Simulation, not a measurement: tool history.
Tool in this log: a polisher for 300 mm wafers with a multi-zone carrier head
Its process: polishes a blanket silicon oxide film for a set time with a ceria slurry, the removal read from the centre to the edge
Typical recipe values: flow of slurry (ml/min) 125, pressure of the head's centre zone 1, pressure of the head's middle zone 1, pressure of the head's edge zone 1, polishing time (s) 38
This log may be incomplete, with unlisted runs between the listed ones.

run	hour	flow of slurry (ml/min)	pressure of the head's centre zone	pressure of the head's middle zone	pressure of the head's edge zone	polishing time (s)	incoming thickness of the incoming film, nm	film removed at the wafer's centre (Å)	film removed at mid-radius (Å)	film removed at the wafer's edge (Å)
1	0	95	1	1	1	38	878.1	1062	1100	1119
2	14	105	1	1.03	1	38	878.6	1102	1172	1168
# hour 26.7: carrier head's membrane replaced by a new one
# hour 31.3: worn pad replaced by a new one
3	31.8	125	1	1	1	38	874.2	1121	1192	1199
# hour 43.5: slurry nozzle cleaned
4	44	125	1	1	1	38	892.3	1169	1197	1224
5	59.1	125	1.07	1	0.94	32	881.3	1039	1016	987
6	75.6	95	1	0.93	1.1	38	877.9	1059	1044	1214
7	92.7	125	1	0.89	1.11	38	888.8	1119	1087	1274
8	108.2	125	1.06	1	1	38	868.8	1205	1198	1183
9	117.7	125	1	1.05	1	29	866.6	867	946	892
10	124.8	125	0.9	1	1	38	884.6	1035	1195	1230
# hour 134: centre zone pressure recalibrated
11	136.1	105	1	1	0.91	48	895.9	1365	1431	1438
# hour 141.9: worn pad replaced by a new one
12	165.8	125	1	1	1	34	865.8	1067	1076	1074
13	178.4	150	0.91	1.07	0.89	38	862.6	1091	1334	1160
14	196.4	150	1.04	1	1	38	882.2	1257	1239	1224
15	207	125	1.09	1	1	38	884.3	1258	1188	1196
16	217.8	160	1	1	1	38	878.6	1217	1253	1251
17	225.5	125	0.9	1.11	1	38	886.1	1034	1313	1210
18	231.6	125	1	1	1	38	870.9	1164	1217	1239
19	244.7	125	0.88	1	1	26	878.6	698	818	830
# hour 257.8: worn pad replaced by a new one
20	259.2	125	1	1	1	38	884.8	1162	1205	1185
21	274	125	1	1	1	38	880.4	1161	1188	1210
22	282.4	125	1	1	1	38	896.1	1194	1189	1216
23	298.8	125	1	1	1	38	887.9	1169	1186	1184

For each run, what was the tool's unlogged condition?
removal rate lost through wear of the pad, %: 0 in every run
slurry flow missing at the pad, %: 0 in every run
deviation of the centre zone's pressure from its setpoint, %: 0 in every run
deviation of the edge zone's pressure from its setpoint, %: 0 in every run
